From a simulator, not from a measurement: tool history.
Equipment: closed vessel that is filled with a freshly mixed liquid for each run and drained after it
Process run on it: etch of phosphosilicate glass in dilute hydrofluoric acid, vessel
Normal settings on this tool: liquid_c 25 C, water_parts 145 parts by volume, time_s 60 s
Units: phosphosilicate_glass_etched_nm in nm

run	day	liquid_c	water_parts	time_s	read-back film thickness of the phosphosilicate glass reference wafer, read on the same gauge (nm)	phosphosilicate_glass_etched_nm
1	0	25	145	60	150.02	78.27
2	0.675	25	145	60	149.99	77.36
3	0.967	22.5	145	60	150.01	71.16
4	1.262	22.5	145	60	149.99	70.63
5	1.646	22.5	145	60	149.98	70.28
6	2.146	25	145	60	150.01	77.38
7	2.579	25	180	60	150	60.17
8	3.092	28	145	60	150	86.86
9	3.579	28	145	60	149.99	87.78
10	4.083	25	145	60	149.99	77.27
11	4.6	25	145	60	149.99	77.19
12	5.092	21.5	145	85	149.99	95.79
13	5.521	26.5	145	50	150.02	68.31
14	6.167	27	125	40	150	67.06
15	6.688	29	145	60	150	91.93
16	7.2	25	145	60	150.01	77.73
17	7.867	29.5	145	60	149.99	92.09
# day 8.075: gauge calibrated
# day 8.112: thermometer replaced
18	8.554	29.5	115	90	150.02	182.21
# day 8.838: hydrofluoric acid flow meter replaced
19	9.138	28	145	60	149.99	88.35
20	9.45	25	145	60	150	77.61
21	9.804	25	145	60	150	77.82
22	10.512	22.5	145	40	149.98	47.97
23	11.254	27.5	145	60	150	85.82
24	11.95	25	145	60	150.01	78.13
25	12.692	28	190	30	150.01	31.5
26	13.025	25	145	60	150.01	78.68
27	13.379	23.5	145	60	150.01	73.29
28	13.896	25	145	75	149.99	97.5
29	14.458	27.5	200	30	149.99	29.04
30	14.779	25	145	60	149.99	77.57
31	15.258	25	145	60	149.99	78.37

5 ways to go on from here, each from the tool as it stands after run 31. What would each give?
A	15.288	25	145	60	?	?
B	15.288	25	95	60	?	?
C	15.288	23.5	105	30	?	?
D	15.288	25	185	30	?	?
E	15.288	29	115	40	?	?

run	read-back film thickness of the phosphosilicate glass reference wafer, read on the same gauge (nm)	phosphosilicate_glass_etched_nm
A	150.02	77.41
B	150.02	125.59
C	150.02	52.89
D	150.02	28.98
E	150.02	78.57
Without the tool's hidden state the same runs would have given:
run	phosphosilicate_glass_etched_nm
A	77.41
B	125.59
C	52.89
D	28.98
E	78.57
